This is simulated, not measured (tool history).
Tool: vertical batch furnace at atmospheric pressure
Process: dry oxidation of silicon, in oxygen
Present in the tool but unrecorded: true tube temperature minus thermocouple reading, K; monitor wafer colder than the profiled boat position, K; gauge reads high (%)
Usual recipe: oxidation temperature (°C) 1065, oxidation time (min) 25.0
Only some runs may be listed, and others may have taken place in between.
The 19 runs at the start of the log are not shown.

run	day	oxidation temperature (°C)	oxidation time (min)	wafers since the last listed run	hours since the last temperature calibration	hours since the boat lift was adjusted	hours since the gauge calibration	read-back reference wafer on the same gauge, thickness	oxide thickness on the monitor wafer (Å)
20	38.450	1065	25.0	876	253.0	98.3	1497.4	86.83	725.3
21	41.404	1081	29.0	1039	323.9	169.2	1568.3	86.83	830.0
22	43.067	1046	16.5	584	363.8	209.1	1608.2	86.84	584.2
23	45.600	1084	17.0	891	424.6	269.9	1669.0	86.80	675.2
24	47.708	1065	25.0	741	475.2	320.5	1719.6	86.81	728.4
25	49.821	1048	29.5	743	525.9	371.2	1770.3	86.89	724.4
26	51.425	1085	20.0	564	564.4	409.7	1808.8	86.81	722.7
27	52.433	1080	25.0	354	588.6	433.9	1833.0	86.82	779.4
# day 53.267: gauge calibrated
28	53.729	1054	25.0	455	619.7	465.0	11.1	86.80	698.1
29	55.467	1044	18.0	611	661.4	506.7	52.8	86.78	598.1
30	56.808	1065	25.0	472	693.6	538.9	85.0	86.89	723.6
31	58.646	1065	25.0	646	737.7	583.0	129.1	86.76	726.1
32	61.500	1065	25.0	1004	806.2	651.5	197.6	86.83	724.4
33	63.779	1072	29.5	801	860.9	706.2	252.3	86.90	801.8
34	66.729	1065	25.0	1037	931.7	777.0	323.1	86.79	727.3

For run 35, what comes out?
35	68.404	1065	25.0	589	971.9	817.2	363.3	?	?

read-back reference wafer on the same gauge, thickness: 86.80
oxide thickness on the monitor wafer (Å): 727.1
With no hidden state in the tool, this same run would have given oxide thickness on the monitor wafer (Å) 722.5.
